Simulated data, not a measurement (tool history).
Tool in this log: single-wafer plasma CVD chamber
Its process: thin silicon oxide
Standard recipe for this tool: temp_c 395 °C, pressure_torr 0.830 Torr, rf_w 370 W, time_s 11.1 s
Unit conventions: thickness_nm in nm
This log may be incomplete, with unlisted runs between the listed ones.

| run | hour | temp_c | pressure_torr | rf_w | time_s | read-back reference wafer on the same gauge, thickness_nm | thickness_nm |
|---|---|---|---|---|---|---|---|
| 1 | 0.0 | 395 | 0.830 | 335 | 11.1 | 22.400 | 21.222 |
| 2 | 7.0 | 395 | 0.830 | 370 | 11.1 | 22.392 | 22.025 |
| 3 | 13.6 | 395 | 0.830 | 370 | 11.1 | 22.388 | 22.027 |
| 4 | 22.8 | 395 | 0.830 | 370 | 11.1 | 22.394 | 22.003 |
| 5 | 34.7 | 395 | 0.757 | 370 | 11.1 | 22.392 | 20.422 |
| 6 | 43.2 | 395 | 0.830 | 370 | 11.1 | 22.393 | 22.031 |
| 7 | 60.7 | 395 | 0.830 | 370 | 11.1 | 22.404 | 21.975 |
|  | 77.2 | RF generator calibrated |
| 8 | 77.7 | 395 | 0.830 | 370 | 11.1 | 22.405 | 21.971 |
|  | 97.8 | showerhead replaced |
| 9 | 98.3 | 395 | 0.830 | 370 | 11.1 | 22.400 | 22.042 |
|  | 108.0 | capacitance manometer re-zeroed and calibrated |
| 10 | 108.5 | 395 | 0.830 | 370 | 11.1 | 22.400 | 21.078 |
|  | 112.6 | gauge calibrated |
| 11 | 120.9 | 395 | 0.830 | 370 | 11.1 | 22.398 | 21.053 |
| 12 | 134.5 | 385 | 0.953 | 370 | 11.1 | 22.399 | 23.705 |
| 13 | 143.8 | 405 | 0.830 | 370 | 11.1 | 22.407 | 21.040 |
| 14 | 151.3 | 395 | 0.830 | 370 | 11.1 | 22.390 | 21.201 |
| 15 | 167.0 | 383 | 0.696 | 370 | 9.6 | 22.399 | 15.851 |
|  | 177.4 | thermocouple changed; heater temperature recalibrated |
| 16 | 182.0 | 395 | 0.830 | 370 | 11.1 | 22.402 | 21.264 |
| 17 | 195.0 | 382 | 0.830 | 370 | 12.4 | 22.407 | 23.968 |
| 18 | 201.1 | 387 | 0.742 | 315 | 10.1 | 22.402 | 16.642 |
| 19 | 214.0 | 395 | 0.889 | 370 | 11.1 | 22.401 | 22.479 |
| 20 | 229.9 | 395 | 0.830 | 370 | 11.1 | 22.405 | 21.355 |
| 21 | 246.4 | 406 | 0.897 | 370 | 9.5 | 22.400 | 19.294 |

Some steps in thickness_nm, run to run, broken into two amounts with sign: the step expected even without the hidden condition (settings, incoming material, random variation), and the rest, left for the hidden condition together with whatever gauge scatter is not in both the measured and the hidden-condition-free result:
What the log doesn't record here: wafer temperature above the value expected at the setpoint (K); delivered RF power above the setpoint (%); true pressure above the setpoint (%); gauge reads high (%).
Run 9 -> 10: capacitance manometer re-zeroed and calibrated. thickness_nm -0.964 nm: hidden state -0.947, all else -0.017.
Run 17 -> 18: temp_c 382 -> 387, pressure_torr 0.830 -> 0.742, rf_w 370 -> 315, time_s 12.4 -> 10.1. thickness_nm -7.326 nm: hidden state -0.004, all else -7.322.
Run 18 -> 19: temp_c 387 -> 395, pressure_torr 0.742 -> 0.889, rf_w 315 -> 370, time_s 10.1 -> 11.1. thickness_nm +5.837 nm: hidden state +0.040, all else +5.797.

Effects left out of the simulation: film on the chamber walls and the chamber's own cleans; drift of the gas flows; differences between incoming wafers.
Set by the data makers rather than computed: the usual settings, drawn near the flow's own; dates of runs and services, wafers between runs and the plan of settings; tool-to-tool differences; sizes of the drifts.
